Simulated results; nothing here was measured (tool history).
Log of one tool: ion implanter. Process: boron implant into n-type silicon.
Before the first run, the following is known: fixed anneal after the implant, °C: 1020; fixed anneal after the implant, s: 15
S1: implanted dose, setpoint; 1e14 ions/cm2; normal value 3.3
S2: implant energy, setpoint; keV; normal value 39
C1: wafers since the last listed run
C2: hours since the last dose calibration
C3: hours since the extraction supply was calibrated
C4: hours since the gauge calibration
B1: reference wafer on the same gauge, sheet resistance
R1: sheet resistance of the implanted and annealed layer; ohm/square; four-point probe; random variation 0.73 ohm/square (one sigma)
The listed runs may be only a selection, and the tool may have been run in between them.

| run | hour | S1 | S2 | C1 | C2 | C3 | C4 | B1 | R1 |
|---|---|---|---|---|---|---|---|---|---|
| 1 | 0 | 3.3 | 39 | 0 | 701.6 | 5487.7 | 709.7 | 221.83 | 265.52 |
| 2 | 42.3 | 3.3 | 39 | 647 | 743.9 | 5530 | 752 | 222.19 | 264.49 |
| 3 | 95.6 | 3.3 | 39 | 816 | 797.2 | 5583.3 | 805.3 | 222.08 | 265.28 |
| 4 | 122.3 | 3.3 | 39 | 408 | 823.9 | 5610 | 832 | 221.83 | 263.95 |
| 5 | 170.5 | 3.3 | 39 | 737 | 872.1 | 5658.2 | 880.2 | 222.03 | 264.69 |
| 6 | 225.4 | 3.3 | 39 | 840 | 927 | 5713.1 | 935.1 | 222.02 | 263.96 |
| 7 | 264.5 | 3.3 | 39 | 598 | 966.1 | 5752.2 | 974.2 | 222.19 | 263.43 |
| 8 | 304.8 | 2.54 | 39 | 617 | 1006.4 | 5792.5 | 1014.5 | 221.95 | 323.49 |
| 9 | 362.6 | 2.54 | 39 | 884 | 1064.2 | 5850.3 | 1072.3 | 222.25 | 322.82 |
| 10 | 388.4 | 2.54 | 39 | 395 | 1090 | 5876.1 | 1098.1 | 221.76 | 323.44 |
| 11 | 420.7 | 3.51 | 39 | 494 | 1122.3 | 5908.4 | 1130.4 | 222.2 | 249.68 |
| 12 | 453.5 | 3.51 | 39 | 502 | 1155.1 | 5941.2 | 1163.2 | 221.71 | 249.83 |
| 13 | 483.5 | 3.51 | 39 | 459 | 1185.1 | 5971.2 | 1193.2 | 222.13 | 249.59 |
|  | 517 | extraction supply calibrated |
| 14 | 525.2 | 3.3 | 39 | 515 | 1226.8 | 8.2 | 1234.9 | 221.8 | 262.54 |
|  | 547.2 | Faraday cup replaced and dose calibrated |
| 15 | 564.8 | 3.3 | 39 | 483 | 17.6 | 47.8 | 1274.5 | 222.01 | 268.75 |
| 16 | 590.2 | 3.3 | 39 | 388 | 43 | 73.2 | 1299.9 | 222 | 268.03 |
| 17 | 649.3 | 3.07 | 39 | 904 | 102.1 | 132.3 | 1359 | 222.04 | 283.92 |
| 18 | 690.2 | 3.3 | 32.5 | 626 | 143 | 173.2 | 1399.9 | 221.93 | 272.24 |
| 19 | 842.6 | 2.88 | 44 | 2333 | 295.4 | 325.6 | 1552.3 | 222.2 | 292.51 |
| 20 | 908.1 | 3.3 | 39 | 1002 | 360.9 | 391.1 | 1617.8 | 221.84 | 266.13 |
| 21 | 975.8 | 3.67 | 27.5 | 1036 | 428.6 | 458.8 | 1685.5 | 222 | 252.56 |
|  | 1000.6 | gauge calibrated |
| 22 | 1034.4 | 3.3 | 52 | 897 | 487.2 | 517.4 | 33.8 | 222.04 | 255.82 |
| 23 | 1080.7 | 4.08 | 31 | 708 | 533.5 | 563.7 | 80.1 | 222.12 | 227.55 |
| 24 | 1118.9 | 3.3 | 30 | 584 | 571.7 | 601.9 | 118.3 | 221.92 | 272.52 |
| 25 | 1177.5 | 3.3 | 45 | 897 | 630.3 | 660.5 | 176.9 | 222.03 | 259.66 |
| 26 | 1225.1 | 3.3 | 48.5 | 728 | 677.9 | 708.1 | 224.5 | 222.12 | 256.74 |
| 27 | 1269.8 | 3.3 | 39 | 684 | 722.6 | 752.8 | 269.2 | 222.08 | 262.87 |
| 28 | 1335.1 | 2.33 | 39 | 999 | 787.9 | 818.1 | 334.5 | 221.73 | 345.82 |
| 29 | 1390.5 | 3.3 | 48.5 | 848 | 843.3 | 873.5 | 389.9 | 221.96 | 255.95 |
| 30 | 1428.9 | 2.86 | 50 | 587 | 881.7 | 911.9 | 428.3 | 222.36 | 285.67 |
| 31 | 1574.2 | 2.65 | 48 | 2224 | 1027 | 1057.2 | 573.6 | 221.83 | 302.49 |
| 32 | 1600.6 | 3.3 | 34.5 | 404 | 1053.4 | 1083.6 | 600 | 221.83 | 265.37 |
| 33 | 1631.2 | 4.19 | 32.5 | 468 | 1084 | 1114.2 | 630.6 | 222.06 | 219.86 |
| 34 | 1685 | 3.63 | 35 | 823 | 1137.8 | 1168 | 684.4 | 222 | 244.71 |
| 35 | 1717.9 | 3.3 | 28.5 | 503 | 1170.7 | 1200.9 | 717.3 | 222 | 268.51 |
| 36 | 1833.4 | 4.02 | 34.5 | 1768 | 1286.2 | 1316.4 | 832.8 | 222.02 | 223.44 |

Each run again, without the hidden state but with its own random variation kept:
Hidden state present: deviation of the true dose from the Faraday cup's reading, %; deviation of the true energy from its setpoint, %; gauge reads high (%).
| run | R1 |
|---|---|
| 1 | 267.9 |
| 2 | 267.15 |
| 3 | 268.33 |
| 4 | 267.17 |
| 5 | 268.26 |
| 6 | 267.91 |
| 7 | 267.65 |
| 8 | 328.83 |
| 9 | 328.64 |
| 10 | 329.48 |
| 11 | 254.74 |
| 12 | 255.11 |
| 13 | 255.08 |
| 14 | 268.56 |
| 15 | 268.74 |
| 16 | 268.2 |
| 17 | 284.54 |
| 18 | 273.14 |
| 19 | 294.61 |
| 20 | 268.55 |
| 21 | 255.33 |
| 22 | 258.97 |
| 23 | 230.71 |
| 24 | 276.54 |
| 25 | 263.87 |
| 26 | 261.21 |
| 27 | 267.8 |
| 28 | 352.6 |
| 29 | 261.52 |
| 30 | 292.02 |
| 31 | 310.27 |
| 32 | 272.69 |
| 33 | 226.2 |
| 34 | 252.07 |
| 35 | 276.75 |
| 36 | 231.09 |
